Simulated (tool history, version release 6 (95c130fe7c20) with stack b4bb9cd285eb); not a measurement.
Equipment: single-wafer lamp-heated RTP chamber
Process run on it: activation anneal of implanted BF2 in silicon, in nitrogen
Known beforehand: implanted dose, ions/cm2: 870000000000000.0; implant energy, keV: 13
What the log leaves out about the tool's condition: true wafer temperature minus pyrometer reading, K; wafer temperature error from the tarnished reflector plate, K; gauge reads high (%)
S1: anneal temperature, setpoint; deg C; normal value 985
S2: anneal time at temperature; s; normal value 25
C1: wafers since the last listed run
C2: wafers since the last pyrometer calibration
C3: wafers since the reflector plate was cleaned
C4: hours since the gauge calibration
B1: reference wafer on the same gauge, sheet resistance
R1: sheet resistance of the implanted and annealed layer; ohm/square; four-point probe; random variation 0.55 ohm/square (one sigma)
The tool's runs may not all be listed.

Run 1, hour 0.0: usual settings; C1 0; C2 3229; C3 5149; C4 1242.7; B1 215.80. Result: R1 255.30 ohm/square.
At hour 89.6: reflector plate cleaned.
Run 2, hour 93.6: usual settings; C1 1412; C2 4642; C3 65; C4 1336.3; B1 216.13. Result: R1 254.40 ohm/square.
Run 3, hour 133.9: usual settings; C1 665; C2 5307; C3 730; C4 1376.6; B1 215.99. Result: R1 253.13 ohm/square.
Run 4, hour 177.1: usual settings; C1 712; C2 6020; C3 1443; C4 1419.8; B1 215.87. Result: R1 252.23 ohm/square.
At hour 227.9: pyrometer window cleaned and pyrometer calibrated.
Run 5, hour 275.7: usual settings; C1 1495; C2 788; C3 2938; C4 1518.4; B1 215.96. Result: R1 256.03 ohm/square.
Run 6, hour 361.3: usual settings but S1 974 deg C; C1 1412; C2 2201; C3 4351; C4 1604.0; B1 216.00. Result: R1 279.30 ohm/square.
Run 7, hour 450.1: usual settings; C1 1465; C2 3666; C3 5816; C4 1692.8; B1 216.04. Result: R1 254.35 ohm/square.
At hour 540.5: reflector plate cleaned.
Run 8, hour 552.4: usual settings but S1 973 deg C; C1 1556; C2 5222; C3 195; C4 1795.1; B1 215.96. Result: R1 279.75 ohm/square.
Run 9, hour 621.1: usual settings but S1 973 deg C; C1 1133; C2 6356; C3 1329; C4 1863.8; B1 216.13. Result: R1 277.39 ohm/square.
At hour 672.2: pyrometer window cleaned and pyrometer calibrated.
Run 10, hour 708.6: usual settings but S1 973 deg C; C1 1311; C2 600; C3 2641; C4 1951.3; B1 215.99. Result: R1 283.51 ohm/square.
Run 11, hour 753.0: usual settings; C1 732; C2 1332; C3 3374; C4 1995.7; B1 215.98. Result: R1 256.64 ohm/square.
Run 12, hour 824.9: usual settings; C1 1186; C2 2519; C3 4560; C4 2067.6; B1 216.10. Result: R1 255.86 ohm/square.
At hour 842.9: gauge calibrated.
Run 13, hour 909.2: usual settings; C1 1391; C2 3910; C3 5951; C4 66.3; B1 216.02. Result: R1 255.43 ohm/square.
Run 14, hour 954.5: usual settings but S1 992 deg C; C1 747; C2 4657; C3 6699; C4 111.6; B1 216.14. Result: R1 240.14 ohm/square.
Run 15, hour 1035.6: usual settings but S1 992 deg C; C1 1338; C2 5996; C3 8037; C4 192.7; B1 216.02. Result: R1 238.36 ohm/square.
At hour 1056.9: reflector plate cleaned.
At hour 1100.8: pyrometer window cleaned and pyrometer calibrated.
Run 16, hour 1124.2: usual settings but S1 993 deg C; C1 1198; C2 386; C3 978; C4 281.3; B1 216.00. Result: R1 240.91 ohm/square.
Run 17, hour 1201.1: usual settings; C1 1268; C2 1655; C3 2247; C4 358.2; B1 216.02. Result: R1 255.40 ohm/square.
Run 18, hour 1274.1: usual settings but S1 956 deg C, S2 31 s; C1 1204; C2 2860; C3 3452; C4 431.2; B1 216.09. Result: R1 314.06 ohm/square.
Run 19, hour 1377.0: usual settings but S2 33 s; C1 1698; C2 4558; C3 5150; C4 534.1; B1 216.03. Result: R1 242.01 ohm/square.
Run 20, hour 1446.3: usual settings but S1 995 deg C, S2 34 s; C1 1143; C2 5701; C3 6294; C4 603.4; B1 215.93. Result: R1 221.69 ohm/square.
At hour 1470.7: reflector plate cleaned.
Run 21, hour 1483.6: usual settings but S1 975 deg C, S2 15 s; C1 483; C2 6185; C3 213; C4 640.7; B1 216.00. Result: R1 295.61 ohm/square.
At hour 1522.1: pyrometer window cleaned and pyrometer calibrated.
Run 22, hour 1523.9: usual settings but S1 977 deg C, S2 33 s; C1 533; C2 29; C3 746; C4 681.0; B1 216.10. Result: R1 260.68 ohm/square.
Run 23, hour 1581.8: usual settings but S1 964 deg C; C1 955; C2 984; C3 1701; C4 738.9; B1 216.01. Result: R1 305.03 ohm/square.
Run 24, hour 1653.3: usual settings; C1 1179; C2 2164; C3 2881; C4 810.4; B1 215.92. Result: R1 256.27 ohm/square.
Run 25, hour 1734.0: usual settings but S2 36 s; C1 1331; C2 3496; C3 4213; C4 891.1; B1 216.12. Result: R1 239.76 ohm/square.

Predict the results of run 26:
Run 26, hour 1789.5: usual settings but S1 963 deg C, S2 16 s; C1 915; C2 4412; C3 5129; C4 946.6; B1 ?. Result: R1 ?.

B1: 215.96
R1: 325.46 ohm/square
Take away the tool's hidden state, keep the run-to-run variation as it was, and the same run would have given R1 328.35 ohm/square.

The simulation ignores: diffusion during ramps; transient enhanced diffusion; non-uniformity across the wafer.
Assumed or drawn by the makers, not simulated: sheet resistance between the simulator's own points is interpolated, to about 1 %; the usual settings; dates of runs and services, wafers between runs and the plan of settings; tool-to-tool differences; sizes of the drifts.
